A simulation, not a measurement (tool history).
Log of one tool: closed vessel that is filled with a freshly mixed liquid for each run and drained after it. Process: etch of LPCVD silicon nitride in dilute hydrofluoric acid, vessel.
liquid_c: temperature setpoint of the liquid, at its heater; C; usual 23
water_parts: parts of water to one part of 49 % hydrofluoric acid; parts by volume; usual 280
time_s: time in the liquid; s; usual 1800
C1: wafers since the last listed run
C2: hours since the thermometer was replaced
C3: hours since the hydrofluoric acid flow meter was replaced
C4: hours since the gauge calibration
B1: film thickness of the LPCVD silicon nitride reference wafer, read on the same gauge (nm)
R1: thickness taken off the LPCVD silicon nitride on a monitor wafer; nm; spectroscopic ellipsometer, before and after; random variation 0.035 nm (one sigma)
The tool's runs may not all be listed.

run 1 hour=0 | liquid_c=23 water_parts=170 time_s=1800 | C1=0 C2=1223.5 C3=434.2 C4=1687.9 | B1=140.029 | R1=4.128
run 2 hour=53 | liquid_c=23 water_parts=280 time_s=2260 | C1=1296 C2=1276.5 C3=487.2 C4=1740.9 | B1=139.985 | R1=3.153
run 3 hour=114.6 | liquid_c=23 water_parts=280 time_s=2260 | C1=1507 C2=1338.1 C3=548.8 C4=1802.5 | B1=139.97 | R1=3.172
run 4 hour=173.9 | liquid_c=23 water_parts=280 time_s=2260 | C1=1451 C2=1397.4 C3=608.1 C4=1861.8 | B1=140.013 | R1=3.103
run 5 hour=201.5 | liquid_c=20.5 water_parts=280 time_s=1800 | C1=675 C2=1425 C3=635.7 C4=1889.4 | B1=139.969 | R1=2.107
-- hour=208.1 hydrofluoric acid flow meter replaced
-- hour=233.4 gauge calibrated
run 6 hour=270.1 | liquid_c=20.5 water_parts=280 time_s=1800 | C1=1654 C2=1493.6 C3=62 C4=36.7 | B1=139.995 | R1=2.397
run 7 hour=308.3 | liquid_c=23 water_parts=280 time_s=1800 | C1=934 C2=1531.8 C3=100.2 C4=74.9 | B1=140.047 | R1=2.75
run 8 hour=362.4 | liquid_c=23 water_parts=280 time_s=1800 | C1=1323 C2=1585.9 C3=154.3 C4=129 | B1=140.047 | R1=2.718
-- hour=398.9 thermometer replaced
run 9 hour=407.9 | liquid_c=23 water_parts=280 time_s=1800 | C1=1088 C2=9 C3=199.8 C4=174.5 | B1=140 | R1=2.414
run 10 hour=477.9 | liquid_c=23 water_parts=280 time_s=1800 | C1=1712 C2=79 C3=269.8 C4=244.5 | B1=139.98 | R1=2.354
run 11 hour=516.5 | liquid_c=26 water_parts=280 time_s=1800 | C1=944 C2=117.6 C3=308.4 C4=283.1 | B1=139.996 | R1=2.83
run 12 hour=557.1 | liquid_c=19 water_parts=280 time_s=1800 | C1=993 C2=158.2 C3=349 C4=323.7 | B1=139.996 | R1=1.812
run 13 hour=622 | liquid_c=23 water_parts=280 time_s=1800 | C1=1588 C2=223.1 C3=413.9 C4=388.6 | B1=139.95 | R1=2.34
run 14 hour=672.4 | liquid_c=23 water_parts=280 time_s=1800 | C1=1233 C2=273.5 C3=464.3 C4=439 | B1=139.999 | R1=2.328
run 15 hour=696.7 | liquid_c=27.5 water_parts=390 time_s=1800 | C1=594 C2=297.8 C3=488.6 C4=463.3 | B1=139.994 | R1=2.166
run 16 hour=755.9 | liquid_c=24.5 water_parts=350 time_s=760 | C1=1448 C2=357 C3=547.8 C4=522.5 | B1=139.99 | R1=0.863
run 17 hour=783.4 | liquid_c=23 water_parts=280 time_s=1800 | C1=672 C2=384.5 C3=575.3 C4=550 | B1=140.048 | R1=2.263
run 18 hour=838 | liquid_c=23 water_parts=280 time_s=1800 | C1=1336 C2=439.1 C3=629.9 C4=604.6 | B1=140.005 | R1=2.314
-- hour=852.5 hydrofluoric acid flow meter replaced
run 19 hour=864.1 | liquid_c=26.5 water_parts=205 time_s=2580 | C1=614 C2=465.2 C3=11.6 C4=630.7 | B1=139.964 | R1=6.26
run 20 hour=935.8 | liquid_c=23 water_parts=280 time_s=1800 | C1=1754 C2=536.9 C3=83.3 C4=702.4 | B1=140.052 | R1=2.563
run 21 hour=965.6 | liquid_c=23 water_parts=280 time_s=1800 | C1=729 C2=566.7 C3=113.1 C4=732.2 | B1=140.028 | R1=2.602
run 22 hour=1015.6 | liquid_c=23 water_parts=280 time_s=1800 | C1=1223 C2=616.7 C3=163.1 C4=782.2 | B1=140.037 | R1=2.525
run 23 hour=1070.5 | liquid_c=18.5 water_parts=280 time_s=1800 | C1=1343 C2=671.6 C3=218 C4=837.1 | B1=139.974 | R1=1.906
run 24 hour=1130.3 | liquid_c=23 water_parts=280 time_s=2330 | C1=1463 C2=731.4 C3=277.8 C4=896.9 | B1=139.977 | R1=3.214
run 25 hour=1193.2 | liquid_c=25.5 water_parts=280 time_s=970 | C1=1539 C2=794.3 C3=340.7 C4=959.8 | B1=140.015 | R1=1.549
run 26 hour=1237.8 | liquid_c=25 water_parts=225 time_s=1250 | C1=1091 C2=838.9 C3=385.3 C4=1004.4 | B1=140.034 | R1=2.45
run 27 hour=1270.3 | liquid_c=19 water_parts=160 time_s=2715 | C1=795 C2=871.4 C3=417.8 C4=1036.9 | B1=139.957 | R1=5.124
run 28 hour=1305.6 | liquid_c=26.5 water_parts=350 time_s=2455 | C1=863 C2=906.7 C3=453.1 C4=1072.2 | B1=140.022 | R1=3.282
run 29 hour=1367.1 | liquid_c=21 water_parts=145 time_s=2270 | C1=1504 C2=968.2 C3=514.6 C4=1133.7 | B1=139.936 | R1=5.181
run 30 hour=1438.8 | liquid_c=23 water_parts=355 time_s=1800 | C1=1754 C2=1039.9 C3=586.3 C4=1205.4 | B1=140.01 | R1=1.911
run 31 hour=1500.4 | liquid_c=27.5 water_parts=280 time_s=955 | C1=1507 C2=1101.5 C3=647.9 C4=1267 | B1=139.973 | R1=1.67
run 32 hour=1546.4 | liquid_c=26.5 water_parts=350 time_s=2455 | C1=1125 C2=1147.5 C3=693.9 C4=1313 | B1=140.06 | R1=3.235
-- hour=1581.2 hydrofluoric acid flow meter replaced
run 33 hour=1587.9 | liquid_c=21 water_parts=280 time_s=1800 | C1=991 C2=1189 C3=6.7 C4=1354.5 | B1=139.997 | R1=2.361

The same runs without the tool's hidden state, with the same run-to-run variation:
The hidden state here: liquid hotter than its thermometer reads (K); hydrofluoric acid flow below the setpoint (%); gauge reads high (%).
run=1 R1=4.02
run=2 R1=3.104
run=3 R1=3.145
run=4 R1=3.098
run=5 R1=2.1
run=6 R1=2.138
run=7 R1=2.471
run=8 R1=2.456
run=9 R1=2.515
run=10 R1=2.468
run=11 R1=2.985
run=12 R1=1.912
run=13 R1=2.492
run=14 R1=2.492
run=15 R1=2.338
run=16 R1=0.934
run=17 R1=2.453
run=18 R1=2.525
run=19 R1=6.047
run=20 R1=2.491
run=21 R1=2.537
run=22 R1=2.475
run=23 R1=1.871
run=24 R1=3.185
run=25 R1=1.55
run=26 R1=2.458
run=27 R1=5.118
run=28 R1=3.337
run=29 R1=5.235
run=30 R1=1.964
run=31 R1=1.738
run=32 R1=3.39
run=33 R1=2.191
